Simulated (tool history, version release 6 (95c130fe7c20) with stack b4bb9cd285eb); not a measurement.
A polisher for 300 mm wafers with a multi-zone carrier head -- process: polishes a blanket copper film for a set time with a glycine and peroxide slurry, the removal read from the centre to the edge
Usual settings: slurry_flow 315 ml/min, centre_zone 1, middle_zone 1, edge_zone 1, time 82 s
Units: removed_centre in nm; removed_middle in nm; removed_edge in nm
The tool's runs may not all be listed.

run	hour	slurry_flow	centre_zone	middle_zone	edge_zone	time	wafers since the last listed run	wafers polished on this pad	hours since the slurry nozzle was cleaned	hours since the centre zone pressure was calibrated	hours since the edge zone pressure was calibrated	hours since the carrier head's membrane was replaced	incoming thickness of the incoming film, nm	removed_centre	removed_middle	removed_edge
1	0	315	1	1	1	82	0	313	38.4	904.8	30.9	565.3	1980.3	510.2	474.7	485.4
# hour 49.5: carrier head's membrane replaced by a new one
2	50.4	315	1	1	1	82	333	647	88.8	955.2	81.3	0.9	2000.6	501.7	474.2	477.4
3	104.2	315	0.96	1	1	82	395	1042	142.6	1009	135.1	54.7	1993.2	494.7	469.3	480.9
4	159.5	315	1	1	1	82	406	1449	197.9	1064.3	190.4	110	1971.4	507.5	470.8	490.9
# hour 194.2: worn pad replaced by a new one
# hour 200.9: slurry nozzle cleaned
5	210.8	315	1	1	1	82	340	114	9.9	1115.6	241.7	161.3	1979.5	504.5	479	476.1
6	271.4	315	1	1	1	91	445	560	70.5	1176.2	302.3	221.9	1988.1	558.2	520.3	532.5
7	301.9	315	1	1	1	91	224	784	101	1206.7	332.8	252.4	2023.4	556.6	524.9	535.5
8	331.6	315	1	1	1	82	218	1002	130.7	1236.4	362.5	282.1	1989.8	510.4	466.8	478.2
9	376	315	1	1	1	82	326	1329	175.1	1280.8	406.9	326.5	1989.2	506.8	477.3	488.3
# hour 413.6: worn pad replaced by a new one
# hour 425.6: slurry nozzle cleaned
10	430.3	315	1	1	1	82	362	115	4.7	1335.1	461.2	380.8	2002.2	516	472.3	484.2
11	498.1	315	1	1	1	82	498	613	72.5	1402.9	529	448.6	2000.8	507.1	470.9	482.9
# hour 540.6: carrier head's membrane replaced by a new one
12	568.1	315	1	1	1	72	477	1091	142.5	1472.9	599	27.5	1993.7	447.2	416.8	430
# hour 583.9: centre zone pressure recalibrated
13	594.8	240	0.97	1	0.9	82	181	1273	169.2	10.9	625.7	54.2	1970.4	456.7	463	446.5
14	627.3	315	1	1	1	102	238	1512	201.7	43.4	658.2	86.7	2000.1	603.5	595.5	590.8
# hour 641.5: slurry nozzle cleaned
15	681.1	315	1	1	1	82	388	1900	39.6	97.2	712	140.5	1971.3	479.6	471.1	482.6
# hour 693.3: worn pad replaced by a new one
16	741.1	315	1	1	1	82	411	351	99.6	157.2	772	200.5	1971.7	493.2	473	474.9
17	799.8	415	1	1	1	100	431	783	158.3	215.9	830.7	259.2	1978.9	612.4	590.9	592.8
18	858	315	1	1	1	82	427	1210	216.5	274.1	888.9	317.4	1970.1	492.8	471.4	483.1
# hour 880.7: slurry nozzle cleaned
# hour 950.3: worn pad replaced by a new one
# hour 969.1: edge zone pressure recalibrated
# hour 1032.6: carrier head's membrane replaced by a new one
19	1044.6	315	0.97	1	1	82	1283	641	163.9	460.7	75.5	12	1968	481.3	476.2	484.2
20	1071.1	315	1.09	1.06	1	82	194	836	190.4	487.2	102	38.5	1963.5	540	493	487.7
21	1135.1	365	1	1	1	97	470	1306	254.4	551.2	166	102.5	1978.9	600.8	554.3	582
# hour 1166.2: slurry nozzle cleaned
# hour 1198.3: worn pad replaced by a new one
22	1198.8	315	1	1	1	105	431	4	32.6	614.9	229.7	166.2	1996	634.9	595.3	613.4
23	1244.6	360	1	1.05	1.09	99	336	340	78.4	660.7	275.5	212	1994.3	615.4	590.5	610.9

Measured minus without-hidden-state, run by run (identical run-to-run variation in each term; gauge scatter may differ):
Hidden state present: removal rate lost through wear of the pad, %; slurry flow missing at the pad, %; deviation of the centre zone's pressure from its setpoint, %; deviation of the edge zone's pressure from its setpoint, %.
run	removed_centre
1	+26.3
2	+26.3
3	+26.5
4	+27.5
5	+27.6
6	+31
7	+31
8	+28.7
9	+28.7
10	+29.4
11	+29.1
12	+25.9
13	+0.3
14	+2.7
15	+5
16	+8.1
17	+13.2
18	+12.8
19	+17.8
20	+20.4
21	+24.5
22	+27.4
23	+27.5
removed_middle: differs from the measured result by no more than 0.2 nm in any run.
removed_edge: measured minus the no-hidden-state value equals 0 in all runs.
